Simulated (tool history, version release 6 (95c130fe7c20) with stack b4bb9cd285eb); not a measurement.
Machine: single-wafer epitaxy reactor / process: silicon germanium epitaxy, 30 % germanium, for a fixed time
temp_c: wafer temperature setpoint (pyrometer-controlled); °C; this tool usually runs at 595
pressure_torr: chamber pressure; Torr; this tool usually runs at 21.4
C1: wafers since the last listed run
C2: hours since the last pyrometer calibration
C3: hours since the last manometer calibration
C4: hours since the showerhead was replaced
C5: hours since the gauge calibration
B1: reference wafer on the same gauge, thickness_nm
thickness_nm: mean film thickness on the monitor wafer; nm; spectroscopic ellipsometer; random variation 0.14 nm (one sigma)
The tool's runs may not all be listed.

{"run": 1, "day": 0.0, "temp_c": 595, "pressure_torr": 21.4, "C1": 0, "C2": 1061, "C3": 1394.2, "C4": 2936.1, "C5": 3.3, "B1": 50.409, "thickness_nm": 54.669}
{"run": 2, "day": 0.717, "temp_c": 595, "pressure_torr": 21.4, "C1": 201, "C2": 1078.2, "C3": 1411.4, "C4": 2953.3, "C5": 20.5, "B1": 50.435, "thickness_nm": 54.721}
{"run": 3, "day": 1.938, "temp_c": 595, "pressure_torr": 21.4, "C1": 342, "C2": 1107.5, "C3": 1440.7, "C4": 2982.6, "C5": 49.8, "B1": 50.392, "thickness_nm": 54.708}
{"run": 4, "day": 3.2, "temp_c": 595, "pressure_torr": 21.4, "C1": 354, "C2": 1137.8, "C3": 1471, "C4": 3012.9, "C5": 80.1, "B1": 50.415, "thickness_nm": 54.559}
{"run": 5, "day": 4.638, "temp_c": 595, "pressure_torr": 21.4, "C1": 403, "C2": 1172.3, "C3": 1505.5, "C4": 3047.4, "C5": 114.6, "B1": 50.372, "thickness_nm": 54.651}
{"run": 6, "day": 5.908, "temp_c": 595, "pressure_torr": 21.4, "C1": 356, "C2": 1202.8, "C3": 1536, "C4": 3077.9, "C5": 145.1, "B1": 50.421, "thickness_nm": 54.766}
{"run": 7, "day": 6.808, "temp_c": 595, "pressure_torr": 21.4, "C1": 252, "C2": 1224.4, "C3": 1557.6, "C4": 3099.5, "C5": 166.7, "B1": 50.416, "thickness_nm": 54.695}
{"run": 8, "day": 8.133, "temp_c": 595, "pressure_torr": 23.1, "C1": 372, "C2": 1256.2, "C3": 1589.4, "C4": 3131.3, "C5": 198.5, "B1": 50.355, "thickness_nm": 56.126}
{"run": 9, "day": 9.183, "temp_c": 595, "pressure_torr": 21.4, "C1": 294, "C2": 1281.4, "C3": 1614.6, "C4": 3156.5, "C5": 223.7, "B1": 50.358, "thickness_nm": 54.585}
{"run": 10, "day": 10.271, "temp_c": 595, "pressure_torr": 21.4, "C1": 305, "C2": 1307.5, "C3": 1640.7, "C4": 3182.6, "C5": 249.8, "B1": 50.353, "thickness_nm": 54.637}
{"run": 11, "day": 10.829, "temp_c": 601, "pressure_torr": 21.4, "C1": 156, "C2": 1320.9, "C3": 1654.1, "C4": 3196, "C5": 263.2, "B1": 50.43, "thickness_nm": 61.728}
{"run": 12, "day": 11.95, "temp_c": 595, "pressure_torr": 21.4, "C1": 314, "C2": 1347.8, "C3": 1681, "C4": 3222.9, "C5": 290.1, "B1": 50.392, "thickness_nm": 54.136}
{"day": 12.367, "done": "pyrometer calibrated"}
{"day": 13.054, "done": "showerhead replaced"}
{"run": 13, "day": 13.279, "temp_c": 595, "pressure_torr": 21.4, "C1": 186, "C2": 21.9, "C3": 1712.9, "C4": 5.4, "C5": 322, "B1": 50.406, "thickness_nm": 54.686}
{"run": 14, "day": 14.562, "temp_c": 595, "pressure_torr": 21.4, "C1": 360, "C2": 52.7, "C3": 1743.7, "C4": 36.2, "C5": 352.8, "B1": 50.406, "thickness_nm": 54.354}
{"run": 15, "day": 15.979, "temp_c": 595, "pressure_torr": 21.4, "C1": 397, "C2": 86.7, "C3": 1777.7, "C4": 70.2, "C5": 386.8, "B1": 50.381, "thickness_nm": 54.059}
{"run": 16, "day": 17.304, "temp_c": 595, "pressure_torr": 21.4, "C1": 372, "C2": 118.5, "C3": 1809.5, "C4": 102, "C5": 418.6, "B1": 50.377, "thickness_nm": 54.29}
{"run": 17, "day": 18.467, "temp_c": 580, "pressure_torr": 18.8, "C1": 326, "C2": 146.4, "C3": 1837.4, "C4": 129.9, "C5": 446.5, "B1": 50.408, "thickness_nm": 37.875}
{"day": 19.867, "done": "capacitance manometer re-zeroed and calibrated"}
{"run": 18, "day": 19.888, "temp_c": 610, "pressure_torr": 24.8, "C1": 305, "C2": 180.5, "C3": 0.5, "C4": 164, "C5": 480.6, "B1": 50.438, "thickness_nm": 79.612}
{"run": 19, "day": 21.046, "temp_c": 604, "pressure_torr": 23.5, "C1": 325, "C2": 208.3, "C3": 28.3, "C4": 191.8, "C5": 508.4, "B1": 50.407, "thickness_nm": 69.237}
{"day": 21.092, "done": "gauge calibrated"}
{"run": 20, "day": 22.433, "temp_c": 590, "pressure_torr": 20, "C1": 389, "C2": 241.6, "C3": 61.6, "C4": 225.1, "C5": 32.2, "B1": 50.432, "thickness_nm": 48.731}
{"run": 21, "day": 23.579, "temp_c": 589, "pressure_torr": 24, "C1": 321, "C2": 269.1, "C3": 89.1, "C4": 252.6, "C5": 59.7, "B1": 50.345, "thickness_nm": 50.721}
{"run": 22, "day": 24.671, "temp_c": 580, "pressure_torr": 18.8, "C1": 306, "C2": 295.3, "C3": 115.3, "C4": 278.8, "C5": 85.9, "B1": 50.386, "thickness_nm": 38.644}
{"run": 23, "day": 26.283, "temp_c": 610, "pressure_torr": 22.8, "C1": 452, "C2": 334, "C3": 154, "C4": 317.5, "C5": 124.6, "B1": 50.385, "thickness_nm": 76.895}
{"run": 24, "day": 27.246, "temp_c": 583, "pressure_torr": 23, "C1": 270, "C2": 357.1, "C3": 177.1, "C4": 340.6, "C5": 147.7, "B1": 50.431, "thickness_nm": 43.842}
{"run": 25, "day": 28.042, "temp_c": 595, "pressure_torr": 21.4, "C1": 223, "C2": 376.2, "C3": 196.2, "C4": 359.7, "C5": 166.8, "B1": 50.382, "thickness_nm": 55.335}
{"run": 26, "day": 29.304, "temp_c": 601, "pressure_torr": 17.5, "C1": 354, "C2": 406.5, "C3": 226.5, "C4": 390, "C5": 197.1, "B1": 50.329, "thickness_nm": 59.059}
{"run": 27, "day": 30.054, "temp_c": 582, "pressure_torr": 16.6, "C1": 210, "C2": 424.5, "C3": 244.5, "C4": 408, "C5": 215.1, "B1": 50.433, "thickness_nm": 38.761}
{"run": 28, "day": 30.683, "temp_c": 595, "pressure_torr": 21.4, "C1": 176, "C2": 439.6, "C3": 259.6, "C4": 423.1, "C5": 230.2, "B1": 50.395, "thickness_nm": 55.158}
{"run": 29, "day": 31.75, "temp_c": 580, "pressure_torr": 25.5, "C1": 299, "C2": 465.2, "C3": 285.2, "C4": 448.7, "C5": 255.8, "B1": 50.426, "thickness_nm": 42.327}
{"run": 30, "day": 32.412, "temp_c": 603, "pressure_torr": 24.5, "C1": 186, "C2": 481.1, "C3": 301.1, "C4": 464.6, "C5": 271.7, "B1": 50.363, "thickness_nm": 68.429}
{"run": 31, "day": 33.612, "temp_c": 595, "pressure_torr": 21.4, "C1": 337, "C2": 509.9, "C3": 329.9, "C4": 493.4, "C5": 300.5, "B1": 50.334, "thickness_nm": 55.37}
{"run": 32, "day": 34.683, "temp_c": 589, "pressure_torr": 21.4, "C1": 300, "C2": 535.6, "C3": 355.6, "C4": 519.1, "C5": 326.2, "B1": 50.377, "thickness_nm": 48.591}

Each row is a separate what-if for the run after 32, all from the same tool condition, not one after another. Results?
{"run": "A", "day": 34.7, "temp_c": 595, "pressure_torr": 21.4, "C1": 4, "C2": 536, "C3": 356, "C4": 519.5, "C5": 326.6, "B1": "?", "thickness_nm": "?"}
{"run": "B", "day": 34.7, "temp_c": 591, "pressure_torr": 21.4, "C1": 4, "C2": 536, "C3": 356, "C4": 519.5, "C5": 326.6, "B1": "?", "thickness_nm": "?"}
{"run": "C", "day": 34.7, "temp_c": 599, "pressure_torr": 17.2, "C1": 4, "C2": 536, "C3": 356, "C4": 519.5, "C5": 326.6, "B1": "?", "thickness_nm": "?"}
{"run": "D", "day": 34.7, "temp_c": 606, "pressure_torr": 25.6, "C1": 4, "C2": 536, "C3": 356, "C4": 519.5, "C5": 326.6, "B1": "?", "thickness_nm": "?"}
{"run": "E", "day": 34.7, "temp_c": 595, "pressure_torr": 25.6, "C1": 4, "C2": 536, "C3": 356, "C4": 519.5, "C5": 326.6, "B1": "?", "thickness_nm": "?"}

run=A B1=50.392 thickness_nm=55.399
run=B B1=50.392 thickness_nm=50.9
run=C B1=50.392 thickness_nm=56.34
run=D B1=50.392 thickness_nm=73.724
run=E B1=50.392 thickness_nm=58.67
What these runs would have given with no unlogged condition in the tool:
run=A thickness_nm=55.766
run=B thickness_nm=51.237
run=C thickness_nm=56.713
run=D thickness_nm=74.212
run=E thickness_nm=59.058
